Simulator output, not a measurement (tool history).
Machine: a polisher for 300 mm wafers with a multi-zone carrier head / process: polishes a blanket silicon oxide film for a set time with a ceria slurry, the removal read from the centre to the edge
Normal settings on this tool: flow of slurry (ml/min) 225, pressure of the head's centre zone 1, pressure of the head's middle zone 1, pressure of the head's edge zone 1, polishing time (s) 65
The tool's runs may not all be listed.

run	hour	flow of slurry (ml/min)	pressure of the head's centre zone	pressure of the head's middle zone	pressure of the head's edge zone	polishing time (s)	incoming thickness of the incoming film, nm	film removed at the wafer's centre (nm)	film removed at mid-radius (nm)	film removed at the wafer's edge (nm)
1	0	225	1	1	1	65	1342.8	314.3	306.2	308.6
# hour 58.3: carrier head's membrane replaced by a new one
2	58.8	225	1	1	1	65	1342.3	302.3	311.4	309.6
3	124.7	225	1	1	1	65	1338.5	303.6	310.3	308.7
4	181.8	225	1	1	1	65	1346.7	302.3	308.9	306.3
5	252.2	225	1	1	1	47	1353.1	211.8	218.6	219
6	284.9	225	1	1	1	47	1348.4	214.1	218.1	217.6
# hour 290.6: edge zone pressure recalibrated
# hour 312.4: worn pad replaced by a new one
7	324	275	1	0.89	1	65	1346.5	302.1	277.5	306.4
8	393.4	225	1	1	0.97	72	1333.9	310.7	326.7	322.8
# hour 442.1: slurry nozzle cleaned
9	445.2	225	1	0.95	1.06	65	1341	298.9	298.8	322
10	491.8	225	1.04	1	1	65	1325.6	319.5	305.7	310.9
11	555.5	225	1	1	1	65	1328.5	297.6	312.7	308.5

For run 12, what comes out?
# hour 566.9: centre zone pressure recalibrated
12	592.4	285	0.89	1	1	80	1323	?	?	?

Run 12 yielded film removed at the wafer's centre (nm) 348.7, film removed at mid-radius (nm) 385.1, film removed at the wafer's edge (nm) 388.4.
Without the tool's hidden state the same run would have given film removed at the wafer's centre (nm) 355.1, film removed at mid-radius (nm) 391.5, film removed at the wafer's edge (nm) 393.3.

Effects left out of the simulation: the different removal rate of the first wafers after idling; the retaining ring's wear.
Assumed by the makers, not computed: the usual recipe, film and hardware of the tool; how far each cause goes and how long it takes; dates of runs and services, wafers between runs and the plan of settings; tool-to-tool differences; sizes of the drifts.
